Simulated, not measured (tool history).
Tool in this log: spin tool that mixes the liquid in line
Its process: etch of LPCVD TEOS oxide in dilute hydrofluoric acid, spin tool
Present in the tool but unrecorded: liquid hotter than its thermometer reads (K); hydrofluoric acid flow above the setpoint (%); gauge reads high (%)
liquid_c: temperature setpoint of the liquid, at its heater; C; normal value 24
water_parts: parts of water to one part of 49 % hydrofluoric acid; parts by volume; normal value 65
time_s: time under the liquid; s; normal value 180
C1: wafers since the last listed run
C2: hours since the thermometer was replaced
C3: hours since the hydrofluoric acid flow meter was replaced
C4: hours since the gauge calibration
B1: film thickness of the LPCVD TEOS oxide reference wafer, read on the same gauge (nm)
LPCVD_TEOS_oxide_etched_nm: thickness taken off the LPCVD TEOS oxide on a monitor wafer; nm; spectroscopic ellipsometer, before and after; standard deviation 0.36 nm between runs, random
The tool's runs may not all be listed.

run 1 hour=0 | liquid_c=24 water_parts=65 time_s=180 | C1=0 C2=118.6 C3=1484.1 C4=2593.5 | B1=102.69 | LPCVD_TEOS_oxide_etched_nm=53.22
run 2 hour=70.8 | liquid_c=24 water_parts=65 time_s=180 | C1=386 C2=189.4 C3=1554.9 C4=2664.3 | B1=102.73 | LPCVD_TEOS_oxide_etched_nm=53.74
run 3 hour=128.7 | liquid_c=24 water_parts=65 time_s=180 | C1=315 C2=247.3 C3=1612.8 C4=2722.2 | B1=102.79 | LPCVD_TEOS_oxide_etched_nm=54.57
run 4 hour=178.8 | liquid_c=24 water_parts=65 time_s=180 | C1=273 C2=297.4 C3=1662.9 C4=2772.3 | B1=102.88 | LPCVD_TEOS_oxide_etched_nm=53.56
run 5 hour=233.9 | liquid_c=24 water_parts=65 time_s=180 | C1=300 C2=352.5 C3=1718 C4=2827.4 | B1=102.91 | LPCVD_TEOS_oxide_etched_nm=54.28
run 6 hour=314.2 | liquid_c=24 water_parts=65 time_s=180 | C1=438 C2=432.8 C3=1798.3 C4=2907.7 | B1=102.99 | LPCVD_TEOS_oxide_etched_nm=54.14
run 7 hour=371.8 | liquid_c=24 water_parts=65 time_s=180 | C1=314 C2=490.4 C3=1855.9 C4=2965.3 | B1=103.05 | LPCVD_TEOS_oxide_etched_nm=53.32
-- hour=436.1 hydrofluoric acid flow meter replaced
run 8 hour=453 | liquid_c=24 water_parts=65 time_s=180 | C1=437 C2=571.6 C3=16.9 C4=3046.5 | B1=103.15 | LPCVD_TEOS_oxide_etched_nm=53.93
run 9 hour=495.2 | liquid_c=24 water_parts=65 time_s=180 | C1=230 C2=613.8 C3=59.1 C4=3088.7 | B1=103.18 | LPCVD_TEOS_oxide_etched_nm=54.39
-- hour=511.1 gauge calibrated
run 10 hour=572.9 | liquid_c=24 water_parts=65 time_s=180 | C1=423 C2=691.5 C3=136.8 C4=61.8 | B1=100.47 | LPCVD_TEOS_oxide_etched_nm=52.85
-- hour=623 thermometer replaced
run 11 hour=627.9 | liquid_c=27 water_parts=65 time_s=180 | C1=294 C2=4.9 C3=191.8 C4=116.8 | B1=100.53 | LPCVD_TEOS_oxide_etched_nm=60.36
run 12 hour=664.5 | liquid_c=24 water_parts=50 time_s=225 | C1=199 C2=41.5 C3=228.4 C4=153.4 | B1=100.55 | LPCVD_TEOS_oxide_etched_nm=86.47
run 13 hour=750.2 | liquid_c=27 water_parts=95 time_s=280 | C1=467 C2=127.2 C3=314.1 C4=239.1 | B1=100.66 | LPCVD_TEOS_oxide_etched_nm=61.19
run 14 hour=840.1 | liquid_c=20 water_parts=85 time_s=285 | C1=490 C2=217.1 C3=404 C4=329 | B1=100.76 | LPCVD_TEOS_oxide_etched_nm=52.64
run 15 hour=884.2 | liquid_c=21.5 water_parts=80 time_s=70 | C1=240 C2=261.2 C3=448.1 C4=373.1 | B1=100.78 | LPCVD_TEOS_oxide_etched_nm=14.93
run 16 hour=1074.2 | liquid_c=21.5 water_parts=65 time_s=180 | C1=1036 C2=451.2 C3=638.1 C4=563.1 | B1=100.96 | LPCVD_TEOS_oxide_etched_nm=48.07
run 17 hour=1154.1 | liquid_c=24 water_parts=65 time_s=180 | C1=435 C2=531.1 C3=718 C4=643 | B1=101.05 | LPCVD_TEOS_oxide_etched_nm=53.57
run 18 hour=1248.3 | liquid_c=21.5 water_parts=65 time_s=180 | C1=514 C2=625.3 C3=812.2 C4=737.2 | B1=101.14 | LPCVD_TEOS_oxide_etched_nm=47.68
run 19 hour=1340.9 | liquid_c=21 water_parts=65 time_s=235 | C1=505 C2=717.9 C3=904.8 C4=829.8 | B1=101.25 | LPCVD_TEOS_oxide_etched_nm=61.71
run 20 hour=1429.9 | liquid_c=24 water_parts=65 time_s=180 | C1=485 C2=806.9 C3=993.8 C4=918.8 | B1=101.31 | LPCVD_TEOS_oxide_etched_nm=52.81
run 21 hour=1480 | liquid_c=26.5 water_parts=65 time_s=80 | C1=273 C2=857 C3=1043.9 C4=968.9 | B1=101.42 | LPCVD_TEOS_oxide_etched_nm=26.2
run 22 hour=1578.6 | liquid_c=29 water_parts=65 time_s=180 | C1=538 C2=955.6 C3=1142.5 C4=1067.5 | B1=101.46 | LPCVD_TEOS_oxide_etched_nm=65.43
-- hour=1594.7 thermometer replaced
run 23 hour=1618.9 | liquid_c=24 water_parts=65 time_s=180 | C1=214 C2=24.2 C3=1182.8 C4=1107.8 | B1=101.53 | LPCVD_TEOS_oxide_etched_nm=53.17
run 24 hour=1672.5 | liquid_c=27.5 water_parts=65 time_s=70 | C1=292 C2=77.8 C3=1236.4 C4=1161.4 | B1=101.58 | LPCVD_TEOS_oxide_etched_nm=23.94
run 25 hour=1725.2 | liquid_c=24 water_parts=65 time_s=90 | C1=287 C2=130.5 C3=1289.1 C4=1214.1 | B1=101.62 | LPCVD_TEOS_oxide_etched_nm=26.66
run 26 hour=1995 | liquid_c=24 water_parts=50 time_s=225 | C1=1472 C2=400.3 C3=1558.9 C4=1483.9 | B1=101.92 | LPCVD_TEOS_oxide_etched_nm=88.77
run 27 hour=2060.4 | liquid_c=24 water_parts=65 time_s=180 | C1=356 C2=465.7 C3=1624.3 C4=1549.3 | B1=101.98 | LPCVD_TEOS_oxide_etched_nm=53.7
run 28 hour=2158.4 | liquid_c=24 water_parts=65 time_s=180 | C1=534 C2=563.7 C3=1722.3 C4=1647.3 | B1=102.1 | LPCVD_TEOS_oxide_etched_nm=54.04

Predict the results of run 29:
run 29 hour=2219.2 | liquid_c=24 water_parts=65 time_s=180 | C1=331 C2=624.5 C3=1783.1 C4=1708.1 | B1=? | LPCVD_TEOS_oxide_etched_nm=?

Run 29 came out at B1 102.12, LPCVD_TEOS_oxide_etched_nm 53.43 nm.
Had the tool carried no hidden state, the very same run would have given LPCVD_TEOS_oxide_etched_nm 52.32 nm.
